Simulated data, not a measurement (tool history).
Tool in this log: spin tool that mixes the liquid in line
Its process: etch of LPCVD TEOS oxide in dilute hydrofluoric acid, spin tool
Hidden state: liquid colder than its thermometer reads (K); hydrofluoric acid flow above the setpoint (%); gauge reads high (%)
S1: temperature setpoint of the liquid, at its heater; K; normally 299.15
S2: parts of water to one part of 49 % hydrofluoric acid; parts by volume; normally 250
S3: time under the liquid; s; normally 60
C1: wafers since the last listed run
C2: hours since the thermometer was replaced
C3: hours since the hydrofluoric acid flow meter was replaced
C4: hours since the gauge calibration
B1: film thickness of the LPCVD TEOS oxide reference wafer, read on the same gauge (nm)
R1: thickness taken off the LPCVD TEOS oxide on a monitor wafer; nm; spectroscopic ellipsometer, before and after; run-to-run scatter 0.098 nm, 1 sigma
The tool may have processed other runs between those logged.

Run 1, hour 0.0: usual settings but S2 150 parts by volume; C1 0; C2 505.9; C3 1012.1; C4 524.5; B1 80.01. Result: R1 23.85 nm.
Run 2, hour 24.1: usual settings but S2 150 parts by volume; C1 170; C2 530.0; C3 1036.2; C4 548.6; B1 79.98. Result: R1 24.29 nm.
Run 3, hour 39.6: usual settings but S1 301.15 K, S3 40 s; C1 109; C2 545.5; C3 1051.7; C4 564.1; B1 80.00. Result: R1 9.16 nm.
Run 4, hour 67.0: usual settings but S1 301.15 K, S3 40 s; C1 193; C2 572.9; C3 1079.1; C4 591.5; B1 80.01. Result: R1 9.12 nm.
Run 5, hour 80.9: usual settings but S2 165 parts by volume; C1 98; C2 586.8; C3 1093.0; C4 605.4; B1 80.02. Result: R1 21.62 nm.
Run 6, hour 98.6: usual settings; C1 125; C2 604.5; C3 1110.7; C4 623.1; B1 79.99. Result: R1 12.89 nm.
Run 7, hour 200.4: usual settings but S1 300.65 K; C1 720; C2 706.3; C3 1212.5; C4 724.9; B1 79.98. Result: R1 13.37 nm.
Run 8, hour 249.7: usual settings but S1 300.65 K; C1 348; C2 755.6; C3 1261.8; C4 774.2; B1 80.01. Result: R1 13.43 nm.
Run 9, hour 301.8: usual settings but S1 300.65 K; C1 368; C2 807.7; C3 1313.9; C4 826.3; B1 80.00. Result: R1 13.25 nm.
Run 10, hour 323.4: usual settings but S2 335 parts by volume; C1 152; C2 829.3; C3 1335.5; C4 847.9; B1 80.00. Result: R1 8.76 nm.
Run 11, hour 339.9: usual settings; C1 116; C2 845.8; C3 1352.0; C4 864.4; B1 80.00. Result: R1 12.75 nm.
Run 12, hour 361.9: usual settings; C1 155; C2 867.8; C3 1374.0; C4 886.4; B1 79.99. Result: R1 12.79 nm.
Run 13, hour 391.0: usual settings; C1 205; C2 896.9; C3 1403.1; C4 915.5; B1 80.01. Result: R1 12.67 nm.
Run 14, hour 420.6: usual settings; C1 209; C2 926.5; C3 1432.7; C4 945.1; B1 79.97. Result: R1 12.65 nm.
Run 15, hour 440.9: usual settings but S1 294.15 K, S2 170 parts by volume, S3 50 s; C1 143; C2 946.8; C3 1453.0; C4 965.4; B1 80.00. Result: R1 13.76 nm.
Run 16, hour 473.4: usual settings; C1 229; C2 979.3; C3 1485.5; C4 997.9; B1 80.01. Result: R1 12.54 nm.
At hour 492.9: thermometer replaced.
Run 17, hour 506.3: usual settings but S2 310 parts by volume, S3 75 s; C1 225; C2 13.4; C3 1518.4; C4 1030.8; B1 80.00. Result: R1 12.70 nm.
At hour 527.0: gauge calibrated.
Run 18, hour 528.8: usual settings but S1 303.15 K, S2 360 parts by volume; C1 159; C2 35.9; C3 1540.9; C4 1.8; B1 80.00. Result: R1 9.27 nm.
Run 19, hour 561.9: usual settings but S3 30 s; C1 234; C2 69.0; C3 1574.0; C4 34.9; B1 79.97. Result: R1 6.63 nm.
At hour 568.1: hydrofluoric acid flow meter replaced.
Run 20, hour 580.9: usual settings; C1 127; C2 88.0; C3 12.8; C4 53.9; B1 80.01. Result: R1 13.43 nm.
Run 21, hour 597.2: usual settings but S2 330 parts by volume, S3 40 s; C1 115; C2 104.3; C3 29.1; C4 70.2; B1 80.00. Result: R1 6.20 nm.
Run 22, hour 627.2: usual settings but S1 300.65 K, S3 90 s; C1 212; C2 134.3; C3 59.1; C4 100.2; B1 80.01. Result: R1 20.77 nm.
Run 23, hour 647.4: usual settings but S1 296.65 K, S2 210 parts by volume; C1 142; C2 154.5; C3 79.3; C4 120.4; B1 79.96. Result: R1 15.07 nm.
Run 24, hour 663.9: usual settings but S2 150 parts by volume; C1 116; C2 171.0; C3 95.8; C4 136.9; B1 79.99. Result: R1 24.63 nm.
Run 25, hour 692.8: usual settings but S1 294.65 K, S2 305 parts by volume, S3 35 s; C1 204; C2 199.9; C3 124.7; C4 165.8; B1 80.04. Result: R1 5.10 nm.
Run 26, hour 710.2: usual settings but S1 300.65 K; C1 123; C2 217.3; C3 142.1; C4 183.2; B1 79.99. Result: R1 13.81 nm.
Run 27, hour 735.9: usual settings but S1 296.65 K, S2 195 parts by volume; C1 181; C2 243.0; C3 167.8; C4 208.9; B1 79.96. Result: R1 16.11 nm.
Run 28, hour 762.5: usual settings but S1 294.15 K, S2 285 parts by volume, S3 85 s; C1 188; C2 269.6; C3 194.4; C4 235.5; B1 80.02. Result: R1 13.12 nm.
Run 29, hour 778.7: usual settings; C1 114; C2 285.8; C3 210.6; C4 251.7; B1 80.00. Result: R1 13.28 nm.
Run 30, hour 803.6: usual settings but S1 294.65 K, S2 285 parts by volume; C1 176; C2 310.7; C3 235.5; C4 276.6; B1 79.97. Result: R1 9.53 nm.
Run 31, hour 819.6: usual settings but S1 303.15 K, S2 140 parts by volume, S3 30 s; C1 113; C2 326.7; C3 251.5; C4 292.6; B1 79.97. Result: R1 15.29 nm.
Run 32, hour 831.7: usual settings but S1 303.65 K, S2 335 parts by volume; C1 85; C2 338.8; C3 263.6; C4 304.7; B1 79.99. Result: R1 10.33 nm.

Below, some changes in R1 between adjacent runs. For each, the amount present without the hidden state too (settings, incoming material, random variation) and the amount remaining for the hidden state with gauge scatter not shared by both compared results:
Run 2 -> 3: S1 299.15 -> 301.15, S2 150 -> 250, S3 60 -> 40. R1 -15.13 nm: hidden state +0.58, all else -15.71.
Run 4 -> 5: S1 301.15 -> 299.15, S2 250 -> 165, S3 40 -> 60. R1 +12.50 nm: hidden state -0.52, all else +13.02.
Run 16 -> 17: S2 250 -> 310, S3 60 -> 75, thermometer replaced. R1 +0.16 nm: hidden state +0.70, all else -0.54.
Run 21 -> 22: S1 299.15 -> 300.65, S2 330 -> 250, S3 40 -> 90. R1 +14.57 nm: hidden state -0.14, all else +14.71.
Run 24 -> 25: S1 299.15 -> 294.65, S2 150 -> 305, S3 60 -> 35. R1 -19.53 nm: hidden state +0.22, all else -19.75.

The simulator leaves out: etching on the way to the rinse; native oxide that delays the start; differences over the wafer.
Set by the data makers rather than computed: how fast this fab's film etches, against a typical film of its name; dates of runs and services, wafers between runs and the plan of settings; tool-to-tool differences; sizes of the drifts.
